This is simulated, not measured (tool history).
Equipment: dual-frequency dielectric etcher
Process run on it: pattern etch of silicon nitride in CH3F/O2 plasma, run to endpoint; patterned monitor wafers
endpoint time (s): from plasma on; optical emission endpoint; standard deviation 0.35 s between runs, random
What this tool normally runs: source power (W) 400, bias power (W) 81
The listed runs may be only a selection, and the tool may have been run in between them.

run,hour,source power (W),bias power (W),wafers since the last listed run,hours since the last wet clean,hours since the last source power generator calibration,hours since the last bias power generator calibration,hours since the last upper electrode change,"incoming incoming film thickness, nm",endpoint time (s)
1,0,450,77,0,58.2,2845.2,2771.5,3802.1,72.7,71.8
2,83.5,450,77,723,141.7,2928.7,2855,3885.6,72.9,72.2
3,182.4,400,81,857,240.6,3027.6,2953.9,3984.5,73.7,76.6
# hour 330.7: upper electrode replaced
4,338.1,460,81,1141,396.3,3183.3,3109.6,7.4,73.1,72.3
5,395.2,460,81,494,453.4,3240.4,3166.7,64.5,73.8,73.9
# hour 492.8: wet clean of the chamber
6,493.3,460,81,642,0.5,3338.5,3264.8,162.6,72.4,69.8
7,543.6,400,81,435,50.8,3388.8,3315.1,212.9,73.3,74.5
8,596,330,88,454,103.2,3441.2,3367.5,265.3,72.9,79.4
# hour 665.3: bias power generator calibrated
9,692.9,310,88,805,200.1,3538.1,27.6,362.2,73.6,82.9
# hour 714.6: source power generator calibrated
10,775.4,440,71,680,282.6,60.8,110.1,444.7,73.2,76.6

Forecast run 11:
11,828.1,310,70,456,335.3,113.5,162.8,497.4,72.6,?

{"run 11": {"endpoint time (s)": 88.1}}
Were there no unlogged condition in the tool, this run, its random variation unchanged, would have produced endpoint time (s) 85.3.
